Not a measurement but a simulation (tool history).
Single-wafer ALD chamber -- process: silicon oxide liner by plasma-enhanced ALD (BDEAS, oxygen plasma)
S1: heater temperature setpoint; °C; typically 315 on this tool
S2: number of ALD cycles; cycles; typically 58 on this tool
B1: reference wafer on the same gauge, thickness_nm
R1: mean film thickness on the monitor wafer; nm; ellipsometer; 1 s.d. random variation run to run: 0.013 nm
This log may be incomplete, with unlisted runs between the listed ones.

run 1 day=0.000 | S1=315 S2=58 | B1=4.891 | R1=5.076
run 2 day=1.138 | S1=315 S2=58 | B1=4.892 | R1=5.089
run 3 day=2.667 | S1=315 S2=58 | B1=4.890 | R1=5.087
run 4 day=4.179 | S1=315 S2=61 | B1=4.892 | R1=5.317
run 5 day=5.258 | S1=315 S2=61 | B1=4.893 | R1=5.354
run 6 day=7.142 | S1=315 S2=61 | B1=4.889 | R1=5.299
run 7 day=9.450 | S1=315 S2=58 | B1=4.888 | R1=5.045
run 8 day=12.129 | S1=315 S2=58 | B1=4.889 | R1=5.073
run 9 day=14.275 | S1=315 S2=52 | B1=4.891 | R1=4.521
run 10 day=15.542 | S1=315 S2=58 | B1=4.889 | R1=5.073
-- day=16.333 gauge calibrated
run 11 day=18.029 | S1=315 S2=58 | B1=4.892 | R1=5.074
run 12 day=19.558 | S1=315 S2=58 | B1=4.888 | R1=5.070
run 13 day=26.058 | S1=315 S2=58 | B1=4.889 | R1=5.068
-- day=26.629 thermocouple changed; heater temperature recalibrated
run 14 day=28.917 | S1=315 S2=61 | B1=4.889 | R1=5.396
run 15 day=31.888 | S1=310 S2=58 | B1=4.889 | R1=5.148
run 16 day=32.904 | S1=307 S2=58 | B1=4.893 | R1=5.187
run 17 day=35.033 | S1=315 S2=58 | B1=4.891 | R1=5.128
run 18 day=37.804 | S1=315 S2=61 | B1=4.890 | R1=5.383
run 19 day=39.262 | S1=309 S2=67 | B1=4.888 | R1=5.940
run 20 day=40.300 | S1=329 S2=51 | B1=4.891 | R1=4.376
run 21 day=42.338 | S1=322 S2=58 | B1=4.889 | R1=5.029
run 22 day=44.246 | S1=315 S2=58 | B1=4.888 | R1=5.091
run 23 day=46.479 | S1=310 S2=50 | B1=4.888 | R1=4.410
run 24 day=47.617 | S1=315 S2=58 | B1=4.890 | R1=5.073
run 25 day=49.500 | S1=328 S2=52 | B1=4.892 | R1=4.447
-- day=50.217 gauge calibrated
run 26 day=51.283 | S1=327 S2=58 | B1=4.892 | R1=4.983
run 27 day=53.733 | S1=328 S2=63 | B1=4.889 | R1=5.399

Forecast each of these 4 alternatives for the next run:
run A day=53.754 | S1=306 S2=58 | B1=? | R1=?
run B day=53.754 | S1=304 S2=51 | B1=? | R1=?
run C day=53.754 | S1=307 S2=53 | B1=? | R1=?
run D day=53.754 | S1=320 S2=58 | B1=? | R1=?

run=A B1=4.891 R1=5.160
run=B B1=4.891 R1=4.552
run=C B1=4.891 R1=4.707
run=D B1=4.891 R1=5.043
What these runs would have given with no unlogged condition in the tool:
run=A R1=5.198
run=B R1=4.586
run=C R1=4.743
run=D R1=5.082
